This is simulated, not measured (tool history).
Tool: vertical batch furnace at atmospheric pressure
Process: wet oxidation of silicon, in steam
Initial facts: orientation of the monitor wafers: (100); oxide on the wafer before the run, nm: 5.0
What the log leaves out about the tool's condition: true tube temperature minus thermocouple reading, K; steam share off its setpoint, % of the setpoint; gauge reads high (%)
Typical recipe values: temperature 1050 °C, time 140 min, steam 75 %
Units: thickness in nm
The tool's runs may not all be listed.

run	hour	temperature	time	steam	wafers since the last listed run	hours since the last temperature calibration	hours since the steam generator was serviced	hours since the gauge calibration	read-back reference wafer on the same gauge, thickness	thickness
1	0	1050	91.5	75	0	1954.4	2814.9	387.6	701.39	632.45
2	77.4	1050	91.5	75	680	2031.8	2892.3	465	700.36	635
3	129.4	1056	140	75	457	2083.8	2944.3	517	701.58	833.57
4	219.8	1056	140	75	795	2174.2	3034.7	607.4	700.82	831.7
5	260.5	1050	158	75	357	2214.9	3075.4	648.1	700.11	870.4
6	318.6	1050	158	75	511	2273	3133.5	706.2	700.33	870.55
7	409.4	1050	140	75	798	2363.8	3224.3	797	701.25	813.39
8	446	1050	140	75	321	2400.4	3260.9	833.6	700.28	812.62
9	483.6	1050	140	75	330	2438	3298.5	871.2	700.94	813.69
10	539.2	1050	140	75	489	2493.6	3354.1	926.8	701.5	812.83
11	598.6	1050	140	75	522	2553	3413.5	986.2	700.69	815.65
12	634.9	1050	140	75	319	2589.3	3449.8	1022.5	701.15	812.54
# hour 671.9: gauge calibrated
13	728.1	1050	140	75	819	2682.5	3543	56.2	700.82	812.64
14	771.1	1050	140	75	378	2725.5	3586	99.2	701.67	817.46
15	864.3	1050	140	75	819	2818.7	3679.2	192.4	701.27	812.65
# hour 925.8: steam generator serviced
16	952.9	1050	140	75	568	2907.3	27.1	281	700.37	810.66
17	989.9	1061	140	75	325	2944.3	64.1	318	701	854.5
18	1045.4	1028	184	75	488	2999.8	119.6	373.5	701.3	865.34
19	1091.6	1050	121.5	75	406	3046	165.8	419.7	700.96	751.24
# hour 1202.5: thermocouples replaced and temperature profile calibrated
20	1203	1040	79	83	768	0.5	277.2	531.1	700.55	571.91
21	1237.1	1072	109	71	299	34.6	311.3	565.2	700.57	732.89
22	1316.3	1050	140	78	696	113.8	390.5	644.4	700.96	808.83
23	1372.7	1050	140	86	496	170.2	446.9	700.8	700.81	860.46
24	1434.7	1042	193	68	545	232.2	508.9	762.8	700.63	874.05
25	1476.5	1069	140	75	367	274	550.7	804.6	699.86	866.66
26	1525.8	1050	140	75	433	323.3	600	853.9	701.25	798.75
27	1597.3	1050	140	75	628	394.8	671.5	925.4	700.61	799.28
28	1672.7	1050	140	75	663	470.2	746.9	1000.8	700.01	802.74
29	1711.6	1050	81	75	342	509.1	785.8	1039.7	701.36	580.11
30	1805.7	1050	186	75	827	603.2	879.9	1133.8	701.32	943.63
# hour 1849.2: gauge calibrated
31	1898.9	1050	106	83	819	696.4	973.1	49.7	701.04	726.58
32	1949.6	1075	178	83	445	747.1	1023.8	100.4	700.53	1079.31

Branching from run 32: 3 alternative next runs. What would each branch give?
A	1956.3	1050	92.5	75	58	753.8	1030.5	107.1	?	?
B	1956.3	1062	175	85	58	753.8	1030.5	107.1	?	?
C	1956.3	1057	140	75	58	753.8	1030.5	107.1	?	?

run	read-back reference wafer on the same gauge, thickness	thickness
A	700.78	632.26
B	700.78	1030.44
C	700.78	830.12
Take away the tool's hidden state, keep each run's random variation, and the runs would have read:
run	thickness
A	623.2
B	1018.41
C	819.52

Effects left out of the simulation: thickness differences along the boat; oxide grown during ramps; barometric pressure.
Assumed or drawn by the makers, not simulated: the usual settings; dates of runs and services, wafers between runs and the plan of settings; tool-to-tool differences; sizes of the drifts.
